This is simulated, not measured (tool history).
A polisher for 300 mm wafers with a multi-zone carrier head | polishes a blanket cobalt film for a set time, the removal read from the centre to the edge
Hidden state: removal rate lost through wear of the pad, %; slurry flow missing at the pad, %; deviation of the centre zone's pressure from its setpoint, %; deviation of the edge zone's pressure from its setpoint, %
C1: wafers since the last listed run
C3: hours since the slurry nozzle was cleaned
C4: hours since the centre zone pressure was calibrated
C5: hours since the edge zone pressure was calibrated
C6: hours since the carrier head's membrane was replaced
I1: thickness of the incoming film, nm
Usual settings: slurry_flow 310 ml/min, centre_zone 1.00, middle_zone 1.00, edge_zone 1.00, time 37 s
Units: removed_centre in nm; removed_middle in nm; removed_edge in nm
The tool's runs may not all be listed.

Run 1, hour 0.0: usual settings but edge_zone 1.08; C1 0; wafers polished on this pad 347; C3 41.0; C4 721.8; C5 168.5; C6 314.2; I1 657.1. Result: removed_centre 89.7 nm, removed_middle 98.8 nm, removed_edge 99.3 nm.
Run 2, hour 25.1: usual settings but edge_zone 1.08; C1 212; wafers polished on this pad 559; C3 66.1; C4 746.9; C5 193.6; C6 339.3; I1 656.2. Result: removed_centre 88.7 nm, removed_middle 99.3 nm, removed_edge 99.7 nm.
At hour 40.8: centre zone pressure recalibrated.
Run 3, hour 76.6: usual settings but edge_zone 1.08; C1 419; wafers polished on this pad 979; C3 117.6; C4 35.8; C5 245.1; C6 390.8; I1 645.2. Result: removed_centre 93.2 nm, removed_middle 97.3 nm, removed_edge 98.4 nm.
Run 4, hour 90.3: usual settings but middle_zone 1.05, edge_zone 1.09; C1 116; wafers polished on this pad 1095; C3 131.3; C4 49.5; C5 258.8; C6 404.5; I1 651.8. Result: removed_centre 94.4 nm, removed_middle 99.5 nm, removed_edge 97.1 nm.
Run 5, hour 104.4: usual settings but middle_zone 1.05, edge_zone 1.09; C1 119; wafers polished on this pad 1214; C3 145.4; C4 63.6; C5 272.9; C6 418.6; I1 645.7. Result: removed_centre 92.6 nm, removed_middle 98.3 nm, removed_edge 97.7 nm.
At hour 128.2: worn pad replaced by a new one.
At hour 139.0: slurry nozzle cleaned.
Run 6, hour 139.5: usual settings; C1 255; wafers polished on this pad 87; C3 0.5; C4 98.7; C5 308.0; C6 453.7; I1 652.4. Result: removed_centre 96.2 nm, removed_middle 98.9 nm, removed_edge 95.9 nm.
Run 7, hour 175.0: usual settings; C1 300; wafers polished on this pad 388; C3 36.0; C4 134.2; C5 343.5; C6 489.2; I1 658.9. Result: removed_centre 96.7 nm, removed_middle 98.2 nm, removed_edge 95.6 nm.
Run 8, hour 197.6: usual settings; C1 191; wafers polished on this pad 579; C3 58.6; C4 156.8; C5 366.1; C6 511.8; I1 649.3. Result: removed_centre 95.4 nm, removed_middle 99.3 nm, removed_edge 94.4 nm.
Run 9, hour 213.8: usual settings but slurry_flow 255 ml/min, time 41 s; C1 137; wafers polished on this pad 717; C3 74.8; C4 173.0; C5 382.3; C6 528.0; I1 658.5. Result: removed_centre 102.9 nm, removed_middle 107.0 nm, removed_edge 104.4 nm.
Run 10, hour 230.0: usual settings; C1 137; wafers polished on this pad 854; C3 91.0; C4 189.2; C5 398.5; C6 544.2; I1 653.1. Result: removed_centre 94.4 nm, removed_middle 98.2 nm, removed_edge 96.3 nm.
At hour 243.3: carrier head's membrane replaced by a new one.
Run 11, hour 265.5: usual settings; C1 258; wafers polished on this pad 1112; C3 126.5; C4 224.7; C5 434.0; C6 22.2; I1 652.0. Result: removed_centre 93.4 nm, removed_middle 97.2 nm, removed_edge 95.1 nm.
Run 12, hour 294.0: usual settings but slurry_flow 360 ml/min, centre_zone 1.09, middle_zone 1.06; C1 241; wafers polished on this pad 1354; C3 155.0; C4 253.2; C5 462.5; C6 50.7; I1 641.1. Result: removed_centre 104.4 nm, removed_middle 104.4 nm, removed_edge 95.6 nm.
At hour 316.4: worn pad replaced by a new one.
Run 13, hour 316.9: usual settings but time 49 s; C1 160; wafers polished on this pad 4; C3 177.9; C4 276.1; C5 485.4; C6 73.6; I1 657.6. Result: removed_centre 120.3 nm, removed_middle 123.4 nm, removed_edge 122.9 nm.
At hour 333.0: slurry nozzle cleaned.
Run 14, hour 347.1: usual settings; C1 247; wafers polished on this pad 251; C3 14.1; C4 306.3; C5 515.6; C6 103.8; I1 655.1. Result: removed_centre 95.0 nm, removed_middle 98.3 nm, removed_edge 95.3 nm.
At hour 357.0: edge zone pressure recalibrated.
Run 15, hour 360.0: usual settings but middle_zone 1.05, edge_zone 1.12; C1 92; wafers polished on this pad 344; C3 27.0; C4 319.2; C5 3.0; C6 116.7; I1 647.3. Result: removed_centre 95.4 nm, removed_middle 103.2 nm, removed_edge 100.4 nm.
Run 16, hour 381.5: usual settings but middle_zone 1.09, edge_zone 1.05; C1 182; wafers polished on this pad 526; C3 48.5; C4 340.7; C5 24.5; C6 138.2; I1 644.6. Result: removed_centre 94.9 nm, removed_middle 105.9 nm, removed_edge 97.3 nm.
Run 17, hour 415.6: usual settings but slurry_flow 360 ml/min, time 50 s; C1 288; wafers polished on this pad 815; C3 82.6; C4 374.8; C5 58.6; C6 172.3; I1 640.4. Result: removed_centre 129.1 nm, removed_middle 134.3 nm, removed_edge 130.1 nm.
Run 18, hour 444.2: usual settings but middle_zone 0.91; C1 242; wafers polished on this pad 1057; C3 111.2; C4 403.4; C5 87.2; C6 200.9; I1 642.6. Result: removed_centre 93.1 nm, removed_middle 89.5 nm, removed_edge 94.4 nm.
At hour 469.0: worn pad replaced by a new one.
Run 19, hour 475.4: usual settings but middle_zone 0.95, edge_zone 1.09; C1 230; wafers polished on this pad 54; C3 142.4; C4 434.6; C5 118.4; C6 232.1; I1 641.3. Result: removed_centre 89.8 nm, removed_middle 92.7 nm, removed_edge 96.9 nm.
Run 20, hour 493.4: usual settings but slurry_flow 375 ml/min; C1 152; wafers polished on this pad 206; C3 160.4; C4 452.6; C5 136.4; C6 250.1; I1 654.9. Result: removed_centre 92.2 nm, removed_middle 97.8 nm, removed_edge 95.0 nm.
Run 21, hour 522.5: usual settings but slurry_flow 265 ml/min, centre_zone 0.96, edge_zone 0.90; C1 246; wafers polished on this pad 453; C3 189.5; C4 481.7; C5 165.5; C6 279.2; I1 650.5. Result: removed_centre 81.9 nm, removed_middle 87.6 nm, removed_edge 84.9 nm.

Run 22 comes next. What will it give?
At hour 541.1: slurry nozzle cleaned.
Run 22, hour 551.5: usual settings but middle_zone 0.91, edge_zone 1.09; C1 237; wafers polished on this pad 690; C3 10.4; C4 510.7; C5 194.5; C6 308.2; I1 648.2. Result: removed_centre ?, removed_middle ?, removed_edge ?.

{"run 22": {"removed_centre": 94.0, "removed_middle": 93.1, "removed_edge": 100.0}}
Without the tool's hidden state the same run would have given removed_centre 99.1 nm, removed_middle 93.3 nm, removed_edge 100.1 nm.

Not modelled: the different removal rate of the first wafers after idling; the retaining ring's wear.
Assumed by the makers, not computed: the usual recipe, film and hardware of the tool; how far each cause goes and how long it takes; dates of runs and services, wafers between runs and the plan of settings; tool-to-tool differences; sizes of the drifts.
